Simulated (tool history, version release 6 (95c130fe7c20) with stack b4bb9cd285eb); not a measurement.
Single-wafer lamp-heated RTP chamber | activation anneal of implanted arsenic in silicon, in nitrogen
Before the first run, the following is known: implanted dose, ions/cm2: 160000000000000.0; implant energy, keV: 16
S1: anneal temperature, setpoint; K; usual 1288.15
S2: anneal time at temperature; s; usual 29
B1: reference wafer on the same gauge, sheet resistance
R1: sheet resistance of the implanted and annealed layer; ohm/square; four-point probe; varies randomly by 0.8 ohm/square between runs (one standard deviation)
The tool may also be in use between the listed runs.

| run | hour | S1 | S2 | B1 | R1 |
|---|---|---|---|---|---|
| 1 | 0.0 | 1288.15 | 29 | 643.40 | 541.34 |
| 2 | 58.5 | 1288.15 | 29 | 643.54 | 541.77 |
|  | 75.3 | pyrometer window cleaned and pyrometer calibrated |
| 3 | 159.0 | 1288.15 | 29 | 643.37 | 542.54 |
| 4 | 250.6 | 1288.15 | 29 | 644.01 | 544.27 |
| 5 | 287.9 | 1288.15 | 29 | 644.00 | 542.84 |
| 6 | 329.6 | 1288.15 | 29 | 644.26 | 543.69 |
|  | 364.7 | reflector plate cleaned |
| 7 | 415.7 | 1288.15 | 29 | 644.37 | 543.15 |
| 8 | 467.0 | 1288.15 | 29 | 644.95 | 542.98 |
|  | 513.5 | pyrometer window cleaned and pyrometer calibrated |
| 9 | 520.9 | 1294.15 | 29 | 644.73 | 543.66 |
| 10 | 624.2 | 1294.15 | 29 | 645.30 | 541.90 |
| 11 | 694.7 | 1288.15 | 43 | 645.04 | 539.72 |
| 12 | 756.0 | 1288.15 | 43 | 645.26 | 540.11 |
| 13 | 814.4 | 1288.15 | 43 | 645.15 | 541.68 |
| 14 | 914.5 | 1288.15 | 29 | 645.12 | 543.94 |
|  | 931.2 | pyrometer window cleaned and pyrometer calibrated |
| 15 | 961.1 | 1266.15 | 39 | 645.18 | 546.27 |
|  | 1045.7 | reflector plate cleaned |
| 16 | 1060.0 | 1288.15 | 29 | 645.39 | 544.80 |
|  | 1099.8 | gauge calibrated |
| 17 | 1121.0 | 1294.15 | 29 | 632.51 | 532.35 |
| 18 | 1173.0 | 1300.15 | 13 | 633.00 | 536.11 |
| 19 | 1276.5 | 1268.15 | 40 | 634.49 | 537.32 |
|  | 1311.7 | pyrometer window cleaned and pyrometer calibrated |
| 20 | 1409.3 | 1288.15 | 29 | 635.87 | 536.67 |
| 21 | 1508.4 | 1288.15 | 29 | 636.85 | 537.86 |
| 22 | 1561.8 | 1312.15 | 15 | 637.53 | 538.98 |
| 23 | 1611.9 | 1288.15 | 20 | 637.56 | 540.39 |
| 24 | 1648.6 | 1316.15 | 38 | 638.34 | 529.14 |
| 25 | 1696.7 | 1288.15 | 40 | 638.88 | 535.14 |
|  | 1736.3 | pyrometer window cleaned and pyrometer calibrated |
| 26 | 1774.9 | 1268.15 | 23 | 639.13 | 544.85 |
| 27 | 1846.8 | 1259.15 | 37 | 639.77 | 542.43 |
|  | 1866.8 | reflector plate cleaned |
| 28 | 1907.2 | 1269.15 | 16 | 639.66 | 546.35 |

What if the next run were any one of these 3? Each begins from the tool's condition after run 28:
| A | 1907.6 | 1288.15 | 35 | ? | ? |
| B | 1907.6 | 1278.15 | 39 | ? | ? |
| C | 1907.6 | 1263.15 | 29 | ? | ? |

| run | B1 | R1 |
|---|---|---|
| A | 639.88 | 538.60 |
| B | 639.88 | 539.67 |
| C | 639.88 | 544.06 |
The same runs, with their run-to-run variation unchanged, on a tool lacking any hidden condition would have given:
| run | R1 |
|---|---|
| A | 532.81 |
| B | 533.87 |
| C | 538.21 |

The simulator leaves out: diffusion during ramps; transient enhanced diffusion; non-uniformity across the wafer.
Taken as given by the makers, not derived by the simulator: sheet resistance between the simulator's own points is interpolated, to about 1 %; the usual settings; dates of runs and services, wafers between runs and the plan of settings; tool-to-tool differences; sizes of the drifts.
